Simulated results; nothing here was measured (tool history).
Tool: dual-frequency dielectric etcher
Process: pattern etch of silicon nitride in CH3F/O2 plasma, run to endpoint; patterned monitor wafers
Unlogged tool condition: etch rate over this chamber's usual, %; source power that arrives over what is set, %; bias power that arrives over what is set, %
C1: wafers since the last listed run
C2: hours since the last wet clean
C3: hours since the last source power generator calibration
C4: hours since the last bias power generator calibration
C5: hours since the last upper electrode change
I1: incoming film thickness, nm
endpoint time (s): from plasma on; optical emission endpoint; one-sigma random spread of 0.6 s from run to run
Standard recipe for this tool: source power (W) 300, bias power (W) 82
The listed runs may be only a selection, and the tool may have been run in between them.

Run 1, hour 0.0: usual settings; C1 0; C2 260.6; C3 3950.2; C4 3198.9; C5 2751.4; I1 72.2. Result: endpoint time (s) 85.2.
Run 2, hour 32.6: usual settings but source power (W) 270; C1 174; C2 293.2; C3 3982.8; C4 3231.5; C5 2784.0; I1 72.9. Result: endpoint time (s) 89.5.
Run 3, hour 90.7: usual settings but source power (W) 270; C1 310; C2 351.3; C3 4040.9; C4 3289.6; C5 2842.1; I1 72.4. Result: endpoint time (s) 89.6.
Run 4, hour 122.5: usual settings but source power (W) 270; C1 169; C2 383.1; C3 4072.7; C4 3321.4; C5 2873.9; I1 73.1. Result: endpoint time (s) 91.1.
Run 5, hour 157.2: usual settings but source power (W) 320, bias power (W) 74; C1 185; C2 417.8; C3 4107.4; C4 3356.1; C5 2908.6; I1 72.6. Result: endpoint time (s) 87.6.
Run 6, hour 287.1: usual settings; C1 693; C2 547.7; C3 4237.3; C4 3486.0; C5 3038.5; I1 72.8. Result: endpoint time (s) 87.3.
Run 7, hour 326.0: usual settings; C1 207; C2 586.6; C3 4276.2; C4 3524.9; C5 3077.4; I1 73.2. Result: endpoint time (s) 87.4.
At hour 403.0: wet clean of the chamber.
Run 8, hour 403.5: usual settings; C1 285; C2 0.5; C3 4353.7; C4 3602.4; C5 3154.9; I1 73.2. Result: endpoint time (s) 84.9.
Run 9, hour 419.7: usual settings; C1 86; C2 16.7; C3 4369.9; C4 3618.6; C5 3171.1; I1 72.6. Result: endpoint time (s) 85.2.
Run 10, hour 470.5: usual settings; C1 271; C2 67.5; C3 4420.7; C4 3669.4; C5 3221.9; I1 72.7. Result: endpoint time (s) 86.0.
At hour 499.4: bias power generator calibrated.
Run 11, hour 503.9: usual settings; C1 156; C2 100.9; C3 4454.1; C4 4.5; C5 3255.3; I1 72.4. Result: endpoint time (s) 85.6.
Run 12, hour 546.0: usual settings; C1 224; C2 143.0; C3 4496.2; C4 46.6; C5 3297.4; I1 73.3. Result: endpoint time (s) 86.8.
Run 13, hour 578.3: usual settings; C1 172; C2 175.3; C3 4528.5; C4 78.9; C5 3329.7; I1 72.5. Result: endpoint time (s) 85.4.
Run 14, hour 629.7: usual settings; C1 274; C2 226.7; C3 4579.9; C4 130.3; C5 3381.1; I1 72.8. Result: endpoint time (s) 86.1.
Run 15, hour 685.3: usual settings but bias power (W) 74; C1 296; C2 282.3; C3 4635.5; C4 185.9; C5 3436.7; I1 72.4. Result: endpoint time (s) 87.9.
Run 16, hour 715.0: usual settings; C1 158; C2 312.0; C3 4665.2; C4 215.6; C5 3466.4; I1 72.9. Result: endpoint time (s) 86.4.
At hour 738.8: source power generator calibrated.
Run 17, hour 781.5: usual settings; C1 333; C2 378.5; C3 42.7; C4 282.1; C5 3532.9; I1 72.8. Result: endpoint time (s) 87.5.
Run 18, hour 831.5: usual settings but bias power (W) 65; C1 266; C2 428.5; C3 92.7; C4 332.1; C5 3582.9; I1 72.9. Result: endpoint time (s) 93.1.
Run 19, hour 865.7: usual settings but source power (W) 240, bias power (W) 88; C1 182; C2 462.7; C3 126.9; C4 366.3; C5 3617.1; I1 72.5. Result: endpoint time (s) 90.9.
Run 20, hour 921.4: usual settings; C1 297; C2 518.4; C3 182.6; C4 422.0; C5 3672.8; I1 72.6. Result: endpoint time (s) 87.8.
At hour 953.6: upper electrode replaced.
Run 21, hour 954.1: usual settings; C1 46; C2 551.1; C3 215.3; C4 454.7; C5 0.5; I1 72.8. Result: endpoint time (s) 88.6.
At hour 1042.7: wet clean of the chamber.
Run 22, hour 1043.2: usual settings but source power (W) 250, bias power (W) 98; C1 347; C2 0.5; C3 304.4; C4 543.8; C5 89.6; I1 72.5. Result: endpoint time (s) 83.2.
Run 23, hour 1064.8: usual settings; C1 115; C2 22.1; C3 326.0; C4 565.4; C5 111.2; I1 72.9. Result: endpoint time (s) 84.8.
Run 24, hour 1125.4: usual settings; C1 323; C2 82.7; C3 386.6; C4 626.0; C5 171.8; I1 72.6. Result: endpoint time (s) 84.5.
Run 25, hour 1177.4: usual settings but source power (W) 370, bias power (W) 74; C1 277; C2 134.7; C3 438.6; C4 678.0; C5 223.8; I1 72.6. Result: endpoint time (s) 80.5.
Run 26, hour 1248.2: usual settings but source power (W) 270, bias power (W) 73; C1 377; C2 205.5; C3 509.4; C4 748.8; C5 294.6; I1 73.1. Result: endpoint time (s) 91.1.
Run 27, hour 1295.3: usual settings; C1 251; C2 252.6; C3 556.5; C4 795.9; C5 341.7; I1 72.8. Result: endpoint time (s) 85.7.
Run 28, hour 1343.1: usual settings; C1 255; C2 300.4; C3 604.3; C4 843.7; C5 389.5; I1 73.3. Result: endpoint time (s) 86.6.
Run 29, hour 1404.4: usual settings but source power (W) 340, bias power (W) 94; C1 327; C2 361.7; C3 665.6; C4 905.0; C5 450.8; I1 72.2. Result: endpoint time (s) 79.3.
Run 30, hour 1459.2: usual settings but source power (W) 370, bias power (W) 69; C1 292; C2 416.5; C3 720.4; C4 959.8; C5 505.6; I1 72.8. Result: endpoint time (s) 85.7.
Run 31, hour 1487.5: usual settings but source power (W) 320, bias power (W) 71; C1 151; C2 444.8; C3 748.7; C4 988.1; C5 533.9; I1 72.3. Result: endpoint time (s) 87.9.
Run 32, hour 1515.1: usual settings but bias power (W) 66; C1 147; C2 472.4; C3 776.3; C4 1015.7; C5 561.5; I1 72.7. Result: endpoint time (s) 92.3.
Run 33, hour 1559.2: usual settings but source power (W) 350, bias power (W) 99; C1 235; C2 516.5; C3 820.4; C4 1059.8; C5 605.6; I1 72.9. Result: endpoint time (s) 78.5.
Run 34, hour 1603.1: usual settings but source power (W) 340, bias power (W) 99; C1 234; C2 560.4; C3 864.3; C4 1103.7; C5 649.5; I1 72.4. Result: endpoint time (s) 79.2.
At hour 1639.2: wet clean of the chamber.
Run 35, hour 1644.2: usual settings; C1 91; C2 5.0; C3 905.4; C4 1144.8; C5 690.6; I1 72.3. Result: endpoint time (s) 84.1.

State the hidden condition of the tool at each of the runs:
source power that arrives over what is set, %: 0 on each run
bias power that arrives over what is set, %: 0 on each run
H1: etch rate over this chamber's usual, %
run       H1
  1    -1.64
  2    -1.84
  3    -2.19
  4    -2.38
  5    -2.58
  6    -3.36
  7    -3.59
  8   0.0129
  9  -0.0838
 10   -0.387
 11   -0.586
 12   -0.838
 13    -1.03
 14    -1.34
 15    -1.67
 16    -1.85
 17    -2.24
 18    -2.54
 19    -2.75
 20    -3.08
 21    -3.27
 22    0.806
 23    0.677
 24    0.315
 25   0.0046
 26   -0.418
 27   -0.699
 28   -0.985
 29    -1.35
 30    -1.68
 31    -1.85
 32    -2.01
 33    -2.27
 34    -2.54
 35    0.154
